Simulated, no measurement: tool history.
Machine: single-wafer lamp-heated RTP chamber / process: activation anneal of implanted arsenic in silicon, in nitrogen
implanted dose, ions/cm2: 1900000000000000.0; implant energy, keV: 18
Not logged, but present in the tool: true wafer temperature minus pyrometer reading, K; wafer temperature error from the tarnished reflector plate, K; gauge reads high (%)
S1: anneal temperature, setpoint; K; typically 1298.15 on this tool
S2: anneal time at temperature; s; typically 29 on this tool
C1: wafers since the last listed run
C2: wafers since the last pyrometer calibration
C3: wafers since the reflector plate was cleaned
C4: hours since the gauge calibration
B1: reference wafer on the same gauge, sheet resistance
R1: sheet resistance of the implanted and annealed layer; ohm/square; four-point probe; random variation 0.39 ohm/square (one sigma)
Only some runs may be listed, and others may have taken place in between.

run,hour,S1,S2,C1,C2,C3,C4,B1,R1
1,0.0,1298.15,29,0,6132,3594,279.7,97.24,91.18
2,20.0,1298.15,29,161,6293,3755,299.7,97.16,90.45
3,101.6,1298.15,29,657,6951,4413,381.3,97.17,90.70
# hour 109.3: gauge calibrated
4,117.2,1298.15,29,125,7076,4538,7.9,97.22,90.28
5,136.0,1298.15,29,151,7228,4690,26.7,97.13,90.89
6,152.3,1298.15,18,131,7359,4821,43.0,97.17,99.39
# hour 168.5: pyrometer window cleaned and pyrometer calibrated
7,179.8,1298.15,18,157,91,4978,70.5,97.13,99.05
8,215.3,1298.15,44,286,377,5264,106.0,97.27,83.13
9,237.2,1298.15,34,176,553,5441,127.9,97.23,87.76
10,255.4,1298.15,29,146,700,5587,146.1,97.25,91.23
# hour 273.8: reflector plate cleaned
11,285.9,1298.15,29,181,881,97,176.6,97.12,93.45
12,304.1,1298.15,38,146,1028,243,194.8,97.23,88.69
13,333.9,1282.15,14,240,1268,484,224.6,97.15,114.87
14,363.4,1298.15,35,237,1506,721,254.1,97.24,89.30

Branching from run 14: 3 alternative next runs. What would each branch give?
A,363.8,1298.15,29,3,1509,724,254.5,?,?
B,363.8,1318.15,29,3,1509,724,254.5,?,?
C,363.8,1311.15,21,3,1509,724,254.5,?,?

run,B1,R1
A,97.14,92.41
B,97.14,83.29
C,97.14,92.00
Without the tool's unlogged condition, the same runs would have read:
run,R1
A,93.56
B,84.27
C,93.08

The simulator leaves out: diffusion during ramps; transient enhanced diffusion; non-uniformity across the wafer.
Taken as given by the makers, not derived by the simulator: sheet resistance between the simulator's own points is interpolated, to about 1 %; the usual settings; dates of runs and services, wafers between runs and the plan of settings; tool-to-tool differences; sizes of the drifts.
